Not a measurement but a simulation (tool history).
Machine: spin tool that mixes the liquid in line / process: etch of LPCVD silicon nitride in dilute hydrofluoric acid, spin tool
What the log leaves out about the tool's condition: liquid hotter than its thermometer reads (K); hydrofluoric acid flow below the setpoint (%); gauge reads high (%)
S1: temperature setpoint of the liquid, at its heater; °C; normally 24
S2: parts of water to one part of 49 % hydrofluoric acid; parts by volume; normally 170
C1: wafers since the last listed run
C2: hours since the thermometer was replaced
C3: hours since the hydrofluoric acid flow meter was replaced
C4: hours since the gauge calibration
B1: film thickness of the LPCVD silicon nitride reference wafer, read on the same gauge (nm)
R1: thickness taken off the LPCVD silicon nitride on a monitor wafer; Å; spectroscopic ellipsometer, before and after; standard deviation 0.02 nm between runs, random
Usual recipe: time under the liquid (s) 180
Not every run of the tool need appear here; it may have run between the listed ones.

run 1 hour=0 | S1=24 S2=170 time_under_the_liquid_(s)=180 | C1=0 C2=1839 C3=1598.2 C4=171.2 | B1=89.981 | R1=5.07
run 2 hour=19.9 | S1=24 S2=170 time_under_the_liquid_(s)=180 | C1=111 C2=1858.9 C3=1618.1 C4=191.1 | B1=89.99 | R1=5.1
run 3 hour=54.9 | S1=24 S2=170 time_under_the_liquid_(s)=180 | C1=195 C2=1893.9 C3=1653.1 C4=226.1 | B1=89.996 | R1=5.18
run 4 hour=74.2 | S1=24 S2=170 time_under_the_liquid_(s)=180 | C1=107 C2=1913.2 C3=1672.4 C4=245.4 | B1=90.006 | R1=5.1
run 5 hour=121.8 | S1=24 S2=195 time_under_the_liquid_(s)=180 | C1=265 C2=1960.8 C3=1720 C4=293 | B1=89.985 | R1=4.48
run 6 hour=147.9 | S1=28 S2=170 time_under_the_liquid_(s)=255 | C1=145 C2=1986.9 C3=1746.1 C4=319.1 | B1=90.025 | R1=9.37
-- hour=202.9 hydrofluoric acid flow meter replaced
run 7 hour=213.5 | S1=24 S2=170 time_under_the_liquid_(s)=155 | C1=360 C2=2052.5 C3=10.6 C4=384.7 | B1=90.024 | R1=4.43
run 8 hour=236.4 | S1=24 S2=170 time_under_the_liquid_(s)=155 | C1=127 C2=2075.4 C3=33.5 C4=407.6 | B1=90.025 | R1=4.54
run 9 hour=265.3 | S1=24 S2=170 time_under_the_liquid_(s)=240 | C1=161 C2=2104.3 C3=62.4 C4=436.5 | B1=89.994 | R1=7.16
-- hour=285.3 thermometer replaced
run 10 hour=296.8 | S1=22 S2=255 time_under_the_liquid_(s)=115 | C1=170 C2=11.5 C3=93.9 C4=468 | B1=90.008 | R1=1.84
run 11 hour=331.6 | S1=20.5 S2=170 time_under_the_liquid_(s)=80 | C1=194 C2=46.3 C3=128.7 C4=502.8 | B1=90.014 | R1=1.83
run 12 hour=346.5 | S1=28 S2=170 time_under_the_liquid_(s)=180 | C1=83 C2=61.2 C3=143.6 C4=517.7 | B1=89.983 | R1=6.79
run 13 hour=358.7 | S1=27.5 S2=170 time_under_the_liquid_(s)=180 | C1=68 C2=73.4 C3=155.8 C4=529.9 | B1=90.026 | R1=6.41
run 14 hour=373.8 | S1=24 S2=170 time_under_the_liquid_(s)=180 | C1=84 C2=88.5 C3=170.9 C4=545 | B1=89.992 | R1=5.09
-- hour=380.1 gauge calibrated
run 15 hour=399.3 | S1=24 S2=170 time_under_the_liquid_(s)=225 | C1=142 C2=114 C3=196.4 C4=19.2 | B1=90.018 | R1=6.15
run 16 hour=411.7 | S1=28 S2=255 time_under_the_liquid_(s)=105 | C1=69 C2=126.4 C3=208.8 C4=31.6 | B1=89.986 | R1=2.71
run 17 hour=444.7 | S1=19.5 S2=145 time_under_the_liquid_(s)=180 | C1=184 C2=159.4 C3=241.8 C4=64.6 | B1=89.974 | R1=4.03
run 18 hour=477.2 | S1=24 S2=170 time_under_the_liquid_(s)=180 | C1=181 C2=191.9 C3=274.3 C4=97.1 | B1=89.999 | R1=5.03

What the log doesn't show, run by run:
liquid hotter than its thermometer reads (K): 0 in every run
hydrofluoric acid flow below the setpoint (%): 0 in every run
gauge reads high (%): 0 in every run
